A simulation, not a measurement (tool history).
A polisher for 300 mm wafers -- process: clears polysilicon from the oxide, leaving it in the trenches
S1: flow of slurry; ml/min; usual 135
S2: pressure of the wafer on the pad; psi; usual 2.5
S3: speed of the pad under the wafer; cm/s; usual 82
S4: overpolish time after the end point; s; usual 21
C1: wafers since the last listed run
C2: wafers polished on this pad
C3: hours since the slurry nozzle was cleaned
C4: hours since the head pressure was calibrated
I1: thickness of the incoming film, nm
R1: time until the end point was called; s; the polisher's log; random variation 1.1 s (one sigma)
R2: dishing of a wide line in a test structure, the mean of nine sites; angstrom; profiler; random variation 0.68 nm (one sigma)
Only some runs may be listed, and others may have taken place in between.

| run | hour | S1 | S2 | S3 | S4 | C1 | C2 | C3 | C4 | I1 | R1 | R2 |
|---|---|---|---|---|---|---|---|---|---|---|---|---|
| 1 | 0.0 | 135 | 1.9 | 82 | 21 | 0 | 172 | 418.1 | 498.6 | 710.5 | 99.9 | 481 |
| 2 | 31.6 | 135 | 1.9 | 82 | 21 | 159 | 332 | 449.7 | 530.2 | 720.0 | 108.0 | 483 |
| 3 | 56.7 | 135 | 1.9 | 82 | 21 | 127 | 459 | 474.8 | 555.3 | 704.5 | 106.6 | 480 |
|  | 82.1 | worn pad replaced by a new one |
| 4 | 89.8 | 135 | 2.5 | 82 | 21 | 147 | 39 | 507.9 | 588.4 | 711.4 | 74.6 | 522 |
| 5 | 113.8 | 135 | 2.5 | 82 | 21 | 121 | 160 | 531.9 | 612.4 | 709.4 | 74.7 | 503 |
| 6 | 128.8 | 135 | 2.5 | 82 | 21 | 75 | 236 | 546.9 | 627.4 | 714.1 | 76.6 | 516 |
| 7 | 149.7 | 135 | 2.5 | 82 | 21 | 105 | 342 | 567.8 | 648.3 | 702.6 | 79.2 | 511 |
| 8 | 171.1 | 135 | 2.5 | 82 | 21 | 108 | 450 | 589.2 | 669.7 | 713.1 | 78.9 | 517 |
| 9 | 201.7 | 110 | 2.5 | 82 | 21 | 154 | 605 | 619.8 | 700.3 | 717.5 | 85.8 | 490 |
| 10 | 220.8 | 110 | 2.5 | 82 | 21 | 96 | 702 | 638.9 | 719.4 | 712.3 | 84.2 | 510 |
|  | 230.5 | worn pad replaced by a new one |
| 11 | 233.2 | 100 | 2.7 | 82 | 21 | 42 | 13 | 651.3 | 731.8 | 704.9 | 71.3 | 524 |
|  | 245.6 | slurry nozzle cleaned |
| 12 | 254.9 | 120 | 2.5 | 82 | 21 | 104 | 118 | 9.3 | 753.5 | 708.7 | 78.9 | 526 |
| 13 | 270.2 | 135 | 2.5 | 74 | 21 | 77 | 195 | 24.6 | 768.8 | 721.0 | 87.1 | 497 |
| 14 | 283.6 | 135 | 1.9 | 82 | 21 | 67 | 263 | 38.0 | 782.2 | 713.6 | 106.1 | 479 |
| 15 | 298.5 | 135 | 2.5 | 82 | 21 | 75 | 339 | 52.9 | 797.1 | 698.6 | 80.1 | 503 |
| 16 | 323.4 | 135 | 2.1 | 82 | 14 | 126 | 465 | 77.8 | 822.0 | 709.3 | 94.1 | 426 |
|  | 327.5 | head pressure recalibrated |
| 17 | 335.5 | 155 | 2.8 | 82 | 10 | 51 | 516 | 89.9 | 8.0 | 702.8 | 69.1 | 433 |
|  | 350.0 | worn pad replaced by a new one |
| 18 | 358.0 | 110 | 2.5 | 82 | 21 | 93 | 40 | 112.4 | 30.5 | 719.7 | 76.0 | 516 |
| 19 | 383.0 | 135 | 3.2 | 98 | 29 | 126 | 167 | 137.4 | 55.5 | 706.2 | 49.8 | 544 |
| 20 | 408.7 | 175 | 2.5 | 90 | 21 | 130 | 297 | 163.1 | 81.2 | 706.9 | 69.1 | 519 |
| 21 | 432.9 | 175 | 2.5 | 82 | 21 | 122 | 419 | 187.3 | 105.4 | 697.5 | 76.4 | 524 |
| 22 | 458.6 | 175 | 3.2 | 82 | 21 | 130 | 549 | 213.0 | 131.1 | 705.1 | 59.9 | 525 |
| 23 | 475.1 | 110 | 2.5 | 82 | 21 | 83 | 633 | 229.5 | 147.6 | 708.5 | 85.2 | 507 |

Here are 3 independent what-if runs from the current tool condition. What would each one return?
| A | 475.6 | 90 | 2.5 | 82 | 21 | 2 | 636 | 230.0 | 148.1 | 708.9 | ? | ? |
| B | 475.6 | 100 | 3.1 | 82 | 12 | 2 | 636 | 230.0 | 148.1 | 708.9 | ? | ? |
| C | 475.6 | 180 | 3.1 | 72 | 12 | 2 | 636 | 230.0 | 148.1 | 708.9 | ? | ? |

| run | R1 | R2 |
|---|---|---|
| A | 91.9 | 497 |
| B | 71.7 | 459 |
| C | 71.9 | 459 |
Had the tool no hidden state, the same runs would have come out as:
| run | R1 | R2 |
|---|---|---|
| A | 79.8 | 510 |
| B | 62.3 | 478 |
| C | 62.5 | 478 |
